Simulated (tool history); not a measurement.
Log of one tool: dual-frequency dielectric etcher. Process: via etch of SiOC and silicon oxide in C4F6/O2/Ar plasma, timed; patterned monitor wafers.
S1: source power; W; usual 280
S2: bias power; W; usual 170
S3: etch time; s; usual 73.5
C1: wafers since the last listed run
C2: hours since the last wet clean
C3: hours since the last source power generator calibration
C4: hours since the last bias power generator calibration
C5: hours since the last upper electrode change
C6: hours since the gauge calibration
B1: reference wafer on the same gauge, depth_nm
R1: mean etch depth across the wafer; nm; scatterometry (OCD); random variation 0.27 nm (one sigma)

{"run": 1, "hour": 0.0, "S1": 250, "S2": 170, "S3": 82.0, "C1": 0, "C2": 227.2, "C3": 3454.0, "C4": 3003.4, "C5": 1378.9, "C6": 915.0, "B1": 62.9, "R1": 69.9}
{"run": 2, "hour": 89.2, "S1": 250, "S2": 170, "S3": 82.0, "C1": 1535, "C2": 316.4, "C3": 3543.2, "C4": 3092.6, "C5": 1468.1, "C6": 1004.2, "B1": 62.8, "R1": 70.1}
{"run": 3, "hour": 162.2, "S1": 310, "S2": 159, "S3": 73.5, "C1": 1256, "C2": 389.4, "C3": 3616.2, "C4": 3165.6, "C5": 1541.1, "C6": 1077.2, "B1": 62.8, "R1": 66.3}
{"run": 4, "hour": 231.6, "S1": 310, "S2": 159, "S3": 73.5, "C1": 1194, "C2": 458.8, "C3": 3685.6, "C4": 3235.0, "C5": 1610.5, "C6": 1146.6, "B1": 62.8, "R1": 66.2}
{"run": 5, "hour": 279.8, "S1": 310, "S2": 159, "S3": 73.5, "C1": 829, "C2": 507.0, "C3": 3733.8, "C4": 3283.2, "C5": 1658.7, "C6": 1194.8, "B1": 62.8, "R1": 66.7}
{"hour": 320.2, "done": "wet clean of the chamber"}
{"run": 6, "hour": 375.8, "S1": 230, "S2": 170, "S3": 73.5, "C1": 1239, "C2": 55.6, "C3": 3829.8, "C4": 3379.2, "C5": 1754.7, "C6": 1290.8, "B1": 62.8, "R1": 61.1}
{"hour": 437.4, "done": "source power generator calibrated"}
{"run": 7, "hour": 437.9, "S1": 230, "S2": 170, "S3": 73.5, "C1": 1000, "C2": 117.7, "C3": 0.5, "C4": 3441.3, "C5": 1816.8, "C6": 1352.9, "B1": 62.8, "R1": 60.8}
{"run": 8, "hour": 477.9, "S1": 260, "S2": 170, "S3": 73.5, "C1": 688, "C2": 157.7, "C3": 40.5, "C4": 3481.3, "C5": 1856.8, "C6": 1392.9, "B1": 62.8, "R1": 63.9}
{"hour": 530.9, "done": "bias power generator calibrated"}
{"run": 9, "hour": 531.4, "S1": 280, "S2": 170, "S3": 73.5, "C1": 852, "C2": 211.2, "C3": 94.0, "C4": 0.5, "C5": 1910.3, "C6": 1446.4, "B1": 62.8, "R1": 65.3}
{"run": 10, "hour": 623.9, "S1": 280, "S2": 170, "S3": 73.5, "C1": 1592, "C2": 303.7, "C3": 186.5, "C4": 93.0, "C5": 2002.8, "C6": 1538.9, "B1": 62.8, "R1": 65.1}
{"run": 11, "hour": 671.5, "S1": 280, "S2": 170, "S3": 73.5, "C1": 819, "C2": 351.3, "C3": 234.1, "C4": 140.6, "C5": 2050.4, "C6": 1586.5, "B1": 62.8, "R1": 65.4}
{"run": 12, "hour": 766.0, "S1": 280, "S2": 170, "S3": 73.5, "C1": 1626, "C2": 445.8, "C3": 328.6, "C4": 235.1, "C5": 2144.9, "C6": 1681.0, "B1": 62.8, "R1": 65.1}
{"hour": 807.4, "done": "wet clean of the chamber"}
{"run": 13, "hour": 821.0, "S1": 280, "S2": 170, "S3": 73.5, "C1": 533, "C2": 13.6, "C3": 383.6, "C4": 290.1, "C5": 2199.9, "C6": 1736.0, "B1": 62.8, "R1": 65.0}
{"run": 14, "hour": 876.5, "S1": 280, "S2": 170, "S3": 73.5, "C1": 955, "C2": 69.1, "C3": 439.1, "C4": 345.6, "C5": 2255.4, "C6": 1791.5, "B1": 62.7, "R1": 64.9}
{"run": 15, "hour": 944.6, "S1": 300, "S2": 200, "S3": 73.5, "C1": 1172, "C2": 137.2, "C3": 507.2, "C4": 413.7, "C5": 2323.5, "C6": 1859.6, "B1": 62.8, "R1": 69.7}
{"run": 16, "hour": 1033.6, "S1": 260, "S2": 200, "S3": 94.5, "C1": 1532, "C2": 226.2, "C3": 596.2, "C4": 502.7, "C5": 2412.5, "C6": 1948.6, "B1": 62.8, "R1": 84.7}
{"run": 17, "hour": 1101.8, "S1": 210, "S2": 206, "S3": 55.0, "C1": 1173, "C2": 294.4, "C3": 664.4, "C4": 570.9, "C5": 2480.7, "C6": 2016.8, "B1": 62.8, "R1": 46.1}
{"hour": 1121.7, "done": "gauge calibrated"}
{"run": 18, "hour": 1187.2, "S1": 250, "S2": 170, "S3": 82.0, "C1": 1470, "C2": 379.8, "C3": 749.8, "C4": 656.3, "C5": 2566.1, "C6": 65.5, "B1": 62.8, "R1": 69.4}
{"run": 19, "hour": 1280.7, "S1": 220, "S2": 149, "S3": 53.0, "C1": 1609, "C2": 473.3, "C3": 843.3, "C4": 749.8, "C5": 2659.6, "C6": 159.0, "B1": 62.8, "R1": 41.6}
{"run": 20, "hour": 1317.1, "S1": 280, "S2": 170, "S3": 62.0, "C1": 626, "C2": 509.7, "C3": 879.7, "C4": 786.2, "C5": 2696.0, "C6": 195.4, "B1": 62.8, "R1": 55.0}
{"hour": 1387.1, "done": "wet clean of the chamber"}
{"hour": 1389.6, "done": "upper electrode replaced"}
{"run": 21, "hour": 1390.1, "S1": 280, "S2": 170, "S3": 73.5, "C1": 800, "C2": 3.0, "C3": 952.7, "C4": 859.2, "C5": 0.5, "C6": 268.4, "B1": 62.8, "R1": 65.0}
{"run": 22, "hour": 1468.1, "S1": 220, "S2": 152, "S3": 73.5, "C1": 1342, "C2": 81.0, "C3": 1030.7, "C4": 937.2, "C5": 78.5, "C6": 346.4, "B1": 62.8, "R1": 58.5}
{"run": 23, "hour": 1548.6, "S1": 280, "S2": 201, "S3": 82.5, "C1": 1385, "C2": 161.5, "C3": 1111.2, "C4": 1017.7, "C5": 159.0, "C6": 426.9, "B1": 62.8, "R1": 76.4}
{"run": 24, "hour": 1643.5, "S1": 260, "S2": 129, "S3": 73.5, "C1": 1633, "C2": 256.4, "C3": 1206.1, "C4": 1112.6, "C5": 253.9, "C6": 521.8, "B1": 62.8, "R1": 59.8}
{"run": 25, "hour": 1712.6, "S1": 330, "S2": 133, "S3": 86.5, "C1": 1189, "C2": 325.5, "C3": 1275.2, "C4": 1181.7, "C5": 323.0, "C6": 590.9, "B1": 62.8, "R1": 77.0}
{"run": 26, "hour": 1809.6, "S1": 280, "S2": 170, "S3": 89.0, "C1": 1669, "C2": 422.5, "C3": 1372.2, "C4": 1278.7, "C5": 420.0, "C6": 687.9, "B1": 62.8, "R1": 78.7}
{"run": 27, "hour": 1859.4, "S1": 340, "S2": 159, "S3": 86.5, "C1": 857, "C2": 472.3, "C3": 1422.0, "C4": 1328.5, "C5": 469.8, "C6": 737.7, "B1": 62.8, "R1": 81.1}
{"hour": 1921.9, "done": "wet clean of the chamber"}
{"run": 28, "hour": 1922.4, "S1": 330, "S2": 159, "S3": 91.0, "C1": 671, "C2": 0.5, "C3": 1485.0, "C4": 1391.5, "C5": 532.8, "C6": 800.7, "B1": 62.8, "R1": 84.4}
{"run": 29, "hour": 1959.8, "S1": 260, "S2": 170, "S3": 52.5, "C1": 643, "C2": 37.9, "C3": 1522.4, "C4": 1428.9, "C5": 570.2, "C6": 838.1, "B1": 62.8, "R1": 45.3}
{"run": 30, "hour": 2035.5, "S1": 280, "S2": 156, "S3": 73.5, "C1": 1303, "C2": 113.6, "C3": 1598.1, "C4": 1504.6, "C5": 645.9, "C6": 913.8, "B1": 62.8, "R1": 64.1}

4 ways to go on from here, each from the tool as it stands after run 30. What would each give?
{"run": "A", "hour": 2035.9, "S1": 280, "S2": 131, "S3": 73.5, "C1": 6, "C2": 114.0, "C3": 1598.5, "C4": 1505.0, "C5": 646.3, "C6": 914.2, "B1": "?", "R1": "?"}
{"run": "B", "hour": 2035.9, "S1": 250, "S2": 207, "S3": 53.0, "C1": 6, "C2": 114.0, "C3": 1598.5, "C4": 1505.0, "C5": 646.3, "C6": 914.2, "B1": "?", "R1": "?"}
{"run": "C", "hour": 2035.9, "S1": 280, "S2": 155, "S3": 73.5, "C1": 6, "C2": 114.0, "C3": 1598.5, "C4": 1505.0, "C5": 646.3, "C6": 914.2, "B1": "?", "R1": "?"}
{"run": "D", "hour": 2035.9, "S1": 340, "S2": 197, "S3": 86.5, "C1": 6, "C2": 114.0, "C3": 1598.5, "C4": 1505.0, "C5": 646.3, "C6": 914.2, "B1": "?", "R1": "?"}

run=A B1=62.8 R1=61.5
run=B B1=62.8 R1=47.2
run=C B1=62.8 R1=63.7
run=D B1=62.8 R1=84.7
Without the tool's hidden state the same runs would have given:
run=A R1=61.5
run=B R1=47.2
run=C R1=63.7
run=D R1=84.7

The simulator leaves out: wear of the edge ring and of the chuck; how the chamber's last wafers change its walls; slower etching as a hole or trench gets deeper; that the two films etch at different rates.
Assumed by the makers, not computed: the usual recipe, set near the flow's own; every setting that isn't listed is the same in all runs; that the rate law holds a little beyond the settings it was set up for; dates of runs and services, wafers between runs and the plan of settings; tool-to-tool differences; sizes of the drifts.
